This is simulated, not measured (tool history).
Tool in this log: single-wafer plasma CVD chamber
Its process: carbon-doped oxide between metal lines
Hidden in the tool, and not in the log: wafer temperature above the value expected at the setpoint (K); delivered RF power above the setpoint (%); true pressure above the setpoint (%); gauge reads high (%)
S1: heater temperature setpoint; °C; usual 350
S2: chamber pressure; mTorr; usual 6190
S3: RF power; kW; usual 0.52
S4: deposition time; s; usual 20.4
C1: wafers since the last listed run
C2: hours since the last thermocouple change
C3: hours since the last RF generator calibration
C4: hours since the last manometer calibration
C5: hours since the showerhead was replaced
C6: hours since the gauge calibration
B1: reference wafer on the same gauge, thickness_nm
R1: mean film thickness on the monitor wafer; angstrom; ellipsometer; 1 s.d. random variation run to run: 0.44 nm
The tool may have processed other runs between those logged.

Run 1, hour 0: usual settings but S4 22.7 s; C1 0; C2 1247.8; C3 1726; C4 1842.3; C5 5143.6; C6 2217.2; B1 121.204. Result: R1 1170 angstrom.
Run 2, hour 67.2: usual settings but S4 22.7 s; C1 2705; C2 1315; C3 1793.2; C4 1909.5; C5 5210.8; C6 2284.4; B1 121.101. Result: R1 1160.06 angstrom.
Run 3, hour 113.6: usual settings; C1 1868; C2 1361.4; C3 1839.6; C4 1955.9; C5 5257.2; C6 2330.8; B1 121.077. Result: R1 1048.77 angstrom.
Run 4, hour 154.3: usual settings; C1 1638; C2 1402.1; C3 1880.3; C4 1996.6; C5 5297.9; C6 2371.5; B1 120.774. Result: R1 1049.9 angstrom.
Run 5, hour 230.4: usual settings; C1 3063; C2 1478.2; C3 1956.4; C4 2072.7; C5 5374; C6 2447.6; B1 120.973. Result: R1 1052.02 angstrom.
Run 6, hour 288.2: usual settings but S4 18 s; C1 2327; C2 1536; C3 2014.2; C4 2130.5; C5 5431.8; C6 2505.4; B1 120.908. Result: R1 928.2 angstrom.
Run 7, hour 367.1: usual settings but S4 22.9 s; C1 3176; C2 1614.9; C3 2093.1; C4 2209.4; C5 5510.7; C6 2584.3; B1 120.921. Result: R1 1176.87 angstrom.
Run 8, hour 421.6: usual settings but S1 357 °C, S2 6760 mTorr; C1 2194; C2 1669.4; C3 2147.6; C4 2263.9; C5 5565.2; C6 2638.8; B1 120.891. Result: R1 1043.72 angstrom.
At hour 446.1: showerhead replaced.
Run 9, hour 460.2: usual settings; C1 1232; C2 1708; C3 2186.2; C4 2302.5; C5 14.1; C6 2677.4; B1 121.062. Result: R1 1052.62 angstrom.
At hour 673.7: gauge calibrated.
Run 10, hour 773: usual settings but S1 357 °C, S2 7130 mTorr, S3 0.445 kW, S4 17.6 s; C1 12593; C2 2020.8; C3 2499; C4 2615.3; C5 326.9; C6 99.3; B1 121.242. Result: R1 814.3 angstrom.
Run 11, hour 867.4: usual settings; C1 3800; C2 2115.2; C3 2593.4; C4 2709.7; C5 421.3; C6 193.7; B1 121.072. Result: R1 1058.89 angstrom.
Run 12, hour 931: usual settings but S1 343 °C, S2 7530 mTorr, S4 19 s; C1 2560; C2 2178.8; C3 2657; C4 2773.3; C5 484.9; C6 257.3; B1 121.095. Result: R1 1036.96 angstrom.
At hour 951.1: RF generator calibrated.
Run 13, hour 986.4: usual settings but S2 4990 mTorr, S3 0.56 kW, S4 18.4 s; C1 1908; C2 2234.2; C3 35.3; C4 2828.7; C5 540.3; C6 312.7; B1 120.795. Result: R1 991.71 angstrom.
Run 14, hour 1029.2: usual settings; C1 1723; C2 2277; C3 78.1; C4 2871.5; C5 583.1; C6 355.5; B1 120.995. Result: R1 1094.56 angstrom.
Run 15, hour 1088: usual settings but S3 0.625 kW; C1 2367; C2 2335.8; C3 136.9; C4 2930.3; C5 641.9; C6 414.3; B1 120.879. Result: R1 1224.1 angstrom.
At hour 1162.7: capacitance manometer re-zeroed and calibrated.
Run 16, hour 1188.9: usual settings but S4 22.9 s; C1 3740; C2 2436.7; C3 237.8; C4 26.2; C5 742.8; C6 515.2; B1 121.234. Result: R1 1217.44 angstrom.
At hour 1221.3: thermocouple changed; heater temperature recalibrated.
Run 17, hour 1480: usual settings but S1 362 °C, S2 6860 mTorr, S4 24.1 s; C1 11398; C2 258.7; C3 528.9; C4 317.3; C5 1033.9; C6 806.3; B1 120.891. Result: R1 1213.9 angstrom.
Run 18, hour 1530.2: usual settings; C1 2021; C2 308.9; C3 579.1; C4 367.5; C5 1084.1; C6 856.5; B1 120.848. Result: R1 1050.7 angstrom.
Run 19, hour 1588.6: usual settings; C1 2351; C2 367.3; C3 637.5; C4 425.9; C5 1142.5; C6 914.9; B1 120.97. Result: R1 1048.22 angstrom.
Run 20, hour 1679.2: usual settings; C1 3647; C2 457.9; C3 728.1; C4 516.5; C5 1233.1; C6 1005.5; B1 120.893. Result: R1 1052.53 angstrom.
Run 21, hour 1782.2: usual settings but S1 343 °C, S3 0.57 kW; C1 4146; C2 560.9; C3 831.1; C4 619.5; C5 1336.1; C6 1108.5; B1 121.168. Result: R1 1140.47 angstrom.
Run 22, hour 1871.7: usual settings but S2 4740 mTorr, S3 0.425 kW; C1 3603; C2 650.4; C3 920.6; C4 709; C5 1425.6; C6 1198; B1 120.919. Result: R1 863.45 angstrom.
Run 23, hour 1963.4: usual settings but S4 23.4 s; C1 3691; C2 742.1; C3 1012.3; C4 800.7; C5 1517.3; C6 1289.7; B1 121.156. Result: R1 1194.15 angstrom.
Run 24, hour 2021.9: usual settings but S2 7300 mTorr, S4 16.4 s; C1 2355; C2 800.6; C3 1070.8; C4 859.2; C5 1575.8; C6 1348.2; B1 120.987. Result: R1 856.14 angstrom.
Run 25, hour 2100.3: usual settings but S2 4750 mTorr, S3 0.485 kW, S4 19.3 s; C1 3156; C2 879; C3 1149.2; C4 937.6; C5 1654.2; C6 1426.6; B1 120.94. Result: R1 898.44 angstrom.
Run 26, hour 2172.1: usual settings; C1 2890; C2 950.8; C3 1221; C4 1009.4; C5 1726; C6 1498.4; B1 121.079. Result: R1 1049.99 angstrom.
Run 27, hour 2269.6: usual settings but S1 338 °C, S2 7000 mTorr, S3 0.575 kW, S4 18.4 s; C1 3925; C2 1048.3; C3 1318.5; C4 1106.9; C5 1823.5; C6 1595.9; B1 121.008. Result: R1 1069.53 angstrom.

Below are 5 alternative next runs, each starting from the tool's condition after run 27. Predict each:
Run A, hour 2270: usual settings; C1 16; C2 1048.7; C3 1318.9; C4 1107.3; C5 1823.9; C6 1596.3; B1 ?. Result: R1 ?.
Run B, hour 2270: usual settings but S1 361 °C, S2 6900 mTorr, S3 0.605 kW; C1 16; C2 1048.7; C3 1318.9; C4 1107.3; C5 1823.9; C6 1596.3; B1 ?. Result: R1 ?.
Run C, hour 2270: usual settings but S2 7490 mTorr, S3 0.605 kW, S4 23.9 s; C1 16; C2 1048.7; C3 1318.9; C4 1107.3; C5 1823.9; C6 1596.3; B1 ?. Result: R1 ?.
Run D, hour 2270: usual settings but S1 339 °C, S2 7700 mTorr, S3 0.59 kW, S4 23.9 s; C1 16; C2 1048.7; C3 1318.9; C4 1107.3; C5 1823.9; C6 1596.3; B1 ?. Result: R1 ?.
Run E, hour 2270: usual settings but S1 359 °C, S3 0.445 kW, S4 22.2 s; C1 16; C2 1048.7; C3 1318.9; C4 1107.3; C5 1823.9; C6 1596.3; B1 ?. Result: R1 ?.

run      B1       R1
  A  120.95  1046.12
  B  120.95  1126.62
  C  120.95  1370.79
  D  120.95  1405.25
  E  120.95   991.13
What these runs would have given with no unlogged condition in the tool:
run       R1
  A  1069.53
  B   1151.6
  C  1400.51
  D  1435.23
  E  1018.21

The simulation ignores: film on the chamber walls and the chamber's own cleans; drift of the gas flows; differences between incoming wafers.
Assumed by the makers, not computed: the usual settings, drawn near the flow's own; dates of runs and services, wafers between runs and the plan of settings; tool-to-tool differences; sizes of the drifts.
